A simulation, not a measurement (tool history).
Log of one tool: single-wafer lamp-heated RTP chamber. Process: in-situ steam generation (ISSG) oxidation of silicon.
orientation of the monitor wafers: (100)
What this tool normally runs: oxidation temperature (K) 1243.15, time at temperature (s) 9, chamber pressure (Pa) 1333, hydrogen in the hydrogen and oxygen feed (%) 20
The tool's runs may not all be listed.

| run | hour | oxidation temperature (K) | time at temperature (s) | chamber pressure (Pa) | hydrogen in the hydrogen and oxygen feed (%) | read-back reference wafer on the same gauge, thickness | oxide thickness on the monitor wafer (angstrom) |
|---|---|---|---|---|---|---|---|
| 1 | 0 | 1243.15 | 6 | 1333 | 20 | 3.659 | 27.85 |
| 2 | 15.1 | 1243.15 | 9 | 1333 | 15 | 3.658 | 30.55 |
| 3 | 27.4 | 1243.15 | 9 | 1333 | 15 | 3.659 | 30.49 |
| 4 | 41 | 1243.15 | 9 | 1333 | 15 | 3.661 | 30.51 |
| 5 | 55.5 | 1243.15 | 10 | 1333 | 20 | 3.661 | 33.87 |
| 6 | 66.4 | 1243.15 | 10 | 1333 | 20 | 3.661 | 33.98 |
| 7 | 81.4 | 1243.15 | 9 | 1267 | 20 | 3.659 | 32.94 |
| 8 | 98.6 | 1243.15 | 9 | 1267 | 20 | 3.663 | 32.97 |
|  | 103.5 | gauge calibrated |
| 9 | 110.4 | 1249.15 | 9 | 1333 | 20 | 3.66 | 33.16 |
| 10 | 119 | 1235.15 | 9 | 1333 | 20 | 3.659 | 32.03 |
|  | 130.8 | pyrometer window cleaned and pyrometer calibrated |
| 11 | 131.4 | 1235.15 | 9 | 1333 | 20 | 3.663 | 31.62 |
| 12 | 158.3 | 1235.15 | 9 | 1333 | 20 | 3.662 | 31.76 |
| 13 | 169.4 | 1243.15 | 9 | 1333 | 20 | 3.659 | 32.32 |
| 14 | 178.1 | 1243.15 | 8 | 1360 | 29 | 3.661 | 33.68 |
|  | 193.7 | pressure gauge zeroed |
| 15 | 194.2 | 1243.15 | 9 | 1333 | 20 | 3.661 | 32.36 |
| 16 | 200.3 | 1243.15 | 9 | 1333 | 20 | 3.659 | 32.38 |
| 17 | 215 | 1243.15 | 9 | 1333 | 20 | 3.662 | 32.34 |
|  | 225.8 | hydrogen flow controller replaced |
| 18 | 227.8 | 1253.15 | 11 | 1333 | 20 | 3.662 | 35.94 |
| 19 | 239.8 | 1227.15 | 9 | 1333 | 20 | 3.659 | 31.22 |
| 20 | 247.9 | 1243.15 | 7 | 1333 | 20 | 3.66 | 29.33 |
| 21 | 262.2 | 1243.15 | 10 | 1160 | 16 | 3.661 | 32.55 |
| 22 | 275.1 | 1232.15 | 9 | 1333 | 29 | 3.66 | 34.4 |
| 23 | 284.5 | 1243.15 | 9 | 1133 | 20 | 3.66 | 33 |
| 24 | 298.3 | 1250.15 | 9 | 1227 | 30 | 3.66 | 37.09 |
| 25 | 314.9 | 1243.15 | 10 | 1200 | 20 | 3.659 | 34.27 |
| 26 | 322.7 | 1232.15 | 9 | 1333 | 29 | 3.66 | 34.45 |
| 27 | 336 | 1243.15 | 9 | 1333 | 20 | 3.66 | 32.44 |
| 28 | 344.5 | 1229.15 | 11 | 1360 | 27 | 3.66 | 35.96 |
| 29 | 351 | 1243.15 | 11 | 1333 | 16 | 3.661 | 33.31 |
| 30 | 365.8 | 1243.15 | 9 | 1333 | 20 | 3.663 | 32.43 |

5 options for the next run, each taken on its own from the tool as it stands now. Forecast them:
| A | 366.2 | 1243.15 | 9 | 1333 | 20 | ? | ? |
| B | 366.2 | 1243.15 | 7 | 1360 | 20 | ? | ? |
| C | 366.2 | 1243.15 | 9 | 1213 | 25 | ? | ? |
| D | 366.2 | 1226.15 | 9 | 1333 | 20 | ? | ? |
| E | 366.2 | 1243.15 | 9 | 1333 | 28 | ? | ? |

| run | read-back reference wafer on the same gauge, thickness | oxide thickness on the monitor wafer (angstrom) |
|---|---|---|
| A | 3.658 | 32.37 |
| B | 3.658 | 29.28 |
| C | 3.658 | 34.78 |
| D | 3.658 | 31.11 |
| E | 3.658 | 35.11 |
The same runs, with their run-to-run variation unchanged, on a tool lacking any hidden condition would have given:
| run | oxide thickness on the monitor wafer (angstrom) |
|---|---|
| A | 32.2 |
| B | 29.15 |
| C | 34.6 |
| D | 30.97 |
| E | 34.93 |
